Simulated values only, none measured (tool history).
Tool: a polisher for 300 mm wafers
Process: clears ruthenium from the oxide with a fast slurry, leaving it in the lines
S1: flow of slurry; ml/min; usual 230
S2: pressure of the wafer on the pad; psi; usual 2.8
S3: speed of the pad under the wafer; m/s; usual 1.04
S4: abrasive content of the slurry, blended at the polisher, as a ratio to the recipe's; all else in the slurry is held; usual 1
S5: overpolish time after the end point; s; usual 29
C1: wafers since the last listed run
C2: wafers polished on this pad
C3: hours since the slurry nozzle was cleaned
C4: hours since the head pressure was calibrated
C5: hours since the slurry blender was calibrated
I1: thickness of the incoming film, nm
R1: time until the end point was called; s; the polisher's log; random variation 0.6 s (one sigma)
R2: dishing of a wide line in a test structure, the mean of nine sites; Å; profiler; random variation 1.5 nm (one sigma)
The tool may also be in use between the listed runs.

Run 1, day 0: usual settings but S3 1.22 m/s; C1 0; C2 678; C3 147.1; C4 6; C5 83.4; I1 222.8. Result: R1 42.9 s, R2 746 Å.
Run 2, day 1.45: usual settings; C1 239; C2 918; C3 181.9; C4 40.8; C5 118.2; I1 223.5. Result: R1 49.1 s, R2 710 Å.
Run 3, day 2.65: usual settings; C1 198; C2 1116; C3 210.7; C4 69.6; C5 147; I1 223.8. Result: R1 48.6 s, R2 699 Å.
Run 4, day 5.908: usual settings; C1 537; C2 1653; C3 288.9; C4 147.8; C5 225.2; I1 216.2. Result: R1 45.6 s, R2 709 Å.
At day 6.317: slurry nozzle cleaned.
Run 5, day 7.312: usual settings; C1 224; C2 1878; C3 23.9; C4 181.5; C5 258.9; I1 223.6. Result: R1 47.5 s, R2 702 Å.
At day 7.675: worn pad replaced by a new one, of another model than before.
At day 7.838: slurry blender recalibrated.
Run 6, day 8.117: usual settings; C1 91; C2 59; C3 43.2; C4 200.8; C5 6.7; I1 221.1. Result: R1 47.2 s, R2 742 Å.
Run 7, day 9.608: usual settings; C1 246; C2 305; C3 79; C4 236.6; C5 42.5; I1 223.2. Result: R1 47 s, R2 704 Å.
Run 8, day 10.767: usual settings but S3 1.38 m/s, S5 41 s; C1 191; C2 496; C3 106.8; C4 264.4; C5 70.3; I1 222.5. Result: R1 38.1 s, R2 848 Å.
Run 9, day 11.842: usual settings; C1 177; C2 673; C3 132.6; C4 290.2; C5 96.1; I1 222.7. Result: R1 48 s, R2 695 Å.
Run 10, day 13.338: usual settings but S2 2.1 psi; C1 246; C2 920; C3 168.5; C4 326.1; C5 132; I1 220.2. Result: R1 55.7 s, R2 658 Å.
Run 11, day 14.171: usual settings; C1 137; C2 1058; C3 188.5; C4 346.1; C5 152; I1 215.6. Result: R1 46.9 s, R2 705 Å.
Run 12, day 15.475: usual settings but S4 1.25; C1 215; C2 1273; C3 219.8; C4 377.4; C5 183.3; I1 221.7. Result: R1 41.7 s, R2 771 Å.
Run 13, day 16.538: usual settings but S2 2.2 psi, S3 1.32 m/s, S4 1.15; C1 175; C2 1448; C3 245.3; C4 402.9; C5 208.8; I1 217.2. Result: R1 40.4 s, R2 732 Å.

Forecast run 14:
Run 14, day 17.85: usual settings but S1 285 ml/min, S4 0.75, S5 12 s; C1 216; C2 1665; C3 276.8; C4 434.4; C5 240.3; I1 222.1. Result: R1 ?, R2 ?.

R1: 58.7 s
R2: 338 Å
Without the tool's hidden state the same run would have given R1 63.2 s, R2 319 Å.
